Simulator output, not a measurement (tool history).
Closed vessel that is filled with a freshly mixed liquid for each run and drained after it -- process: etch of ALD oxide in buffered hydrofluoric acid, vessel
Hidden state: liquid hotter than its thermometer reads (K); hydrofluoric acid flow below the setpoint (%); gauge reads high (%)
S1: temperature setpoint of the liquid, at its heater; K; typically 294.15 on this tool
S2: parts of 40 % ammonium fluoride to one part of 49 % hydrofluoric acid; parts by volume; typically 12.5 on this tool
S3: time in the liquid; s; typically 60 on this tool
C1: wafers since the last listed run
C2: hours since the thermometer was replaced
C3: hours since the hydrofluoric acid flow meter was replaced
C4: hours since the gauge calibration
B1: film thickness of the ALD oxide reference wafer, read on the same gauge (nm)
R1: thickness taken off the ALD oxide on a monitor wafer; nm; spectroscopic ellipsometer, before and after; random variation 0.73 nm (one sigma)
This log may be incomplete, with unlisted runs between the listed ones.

Run 1, day 0.000: usual settings; C1 0; C2 833.6; C3 1433.6; C4 228.4; B1 89.97. Result: R1 107.97 nm.
Run 2, day 0.971: usual settings; C1 1696; C2 856.9; C3 1456.9; C4 251.7; B1 89.99. Result: R1 107.38 nm.
Run 3, day 2.046: usual settings but S2 11.0 parts by volume; C1 1878; C2 882.7; C3 1482.7; C4 277.5; B1 90.04. Result: R1 119.75 nm.
Run 4, day 2.875: usual settings but S1 297.15 K; C1 1448; C2 902.6; C3 1502.6; C4 297.4; B1 90.00. Result: R1 125.76 nm.
Run 5, day 4.621: usual settings but S1 297.15 K; C1 3050; C2 944.5; C3 1544.5; C4 339.3; B1 89.98. Result: R1 127.22 nm.
Run 6, day 5.750: usual settings; C1 1972; C2 971.6; C3 1571.6; C4 366.4; B1 90.02. Result: R1 106.77 nm.
Run 7, day 6.967: usual settings; C1 2125; C2 1000.8; C3 1600.8; C4 395.6; B1 90.00. Result: R1 104.69 nm.
Run 8, day 8.017: usual settings; C1 1834; C2 1026.0; C3 1626.0; C4 420.8; B1 89.99. Result: R1 105.38 nm.
Run 9, day 9.088: usual settings; C1 1871; C2 1051.7; C3 1651.7; C4 446.5; B1 90.01. Result: R1 104.56 nm.
Run 10, day 9.996: usual settings but S2 14.5 parts by volume; C1 1587; C2 1073.5; C3 1673.5; C4 468.3; B1 89.99. Result: R1 92.35 nm.
Run 11, day 10.750: usual settings but S2 14.5 parts by volume; C1 1317; C2 1091.6; C3 1691.6; C4 486.4; B1 90.01. Result: R1 91.33 nm.
Run 12, day 11.371: usual settings; C1 1084; C2 1106.5; C3 1706.5; C4 501.3; B1 90.00. Result: R1 106.16 nm.
At day 13.779: hydrofluoric acid flow meter replaced.
At day 14.204: gauge calibrated.
Run 13, day 14.475: usual settings but S3 30 s; C1 5351; C2 1181.0; C3 16.7; C4 6.5; B1 90.00. Result: R1 49.55 nm.
Run 14, day 15.733: usual settings but S3 35 s; C1 2198; C2 1211.2; C3 46.9; C4 36.7; B1 90.01. Result: R1 57.70 nm.
Run 15, day 16.396: usual settings but S3 75 s; C1 1157; C2 1227.1; C3 62.8; C4 52.6; B1 89.98. Result: R1 121.17 nm.
Run 16, day 17.238: usual settings but S1 298.65 K, S2 15.0 parts by volume, S3 80 s; C1 1470; C2 1247.3; C3 83.0; C4 72.8; B1 89.99. Result: R1 140.36 nm.
At day 18.100: hydrofluoric acid flow meter replaced, repeated, since the last time left the tool worse.
Run 17, day 18.121: usual settings but S2 8.0 parts by volume, S3 35 s; C1 1470; C2 1268.5; C3 0.5; C4 94.0; B1 90.03. Result: R1 100.68 nm.
At day 18.262: thermometer replaced.
Run 18, day 19.346: usual settings but S1 292.65 K, S2 14.0 parts by volume; C1 2067; C2 26.0; C3 29.9; C4 123.4; B1 90.03. Result: R1 95.10 nm.
Run 19, day 20.592: usual settings; C1 2176; C2 55.9; C3 59.8; C4 153.3; B1 90.02. Result: R1 115.22 nm.
Run 20, day 21.492: usual settings; C1 1572; C2 77.5; C3 81.4; C4 174.9; B1 89.96. Result: R1 115.04 nm.
Run 21, day 22.200: usual settings but S1 297.15 K, S2 17.0 parts by volume, S3 80 s; C1 1237; C2 94.5; C3 98.4; C4 191.9; B1 90.00. Result: R1 133.68 nm.
Run 22, day 23.017: usual settings but S2 10.0 parts by volume, S3 30 s; C1 1426; C2 114.1; C3 118.0; C4 211.5; B1 90.02. Result: R1 70.22 nm.

Hidden state or all else? Some run-to-run changes of R1, split into what the settings, what came in and random variation would give without the hidden state, and what is left for the hidden state (with any gauge scatter that isn't in both results):
Run 14 -> 15: S3 35 -> 75. R1 +63.47 nm: hidden state -11.38, all else +74.85.
Run 16 -> 17: S1 298.65 -> 294.15, S2 15.0 -> 8.0, S3 80 -> 35, hydrofluoric acid flow meter replaced, repeated, since the last time left the tool worse. R1 -39.68 nm: hidden state +24.99, all else -64.67.
Run 21 -> 22: S1 297.15 -> 294.15, S2 17.0 -> 10.0, S3 80 -> 30. R1 -63.46 nm: hidden state +0.41, all else -63.87.
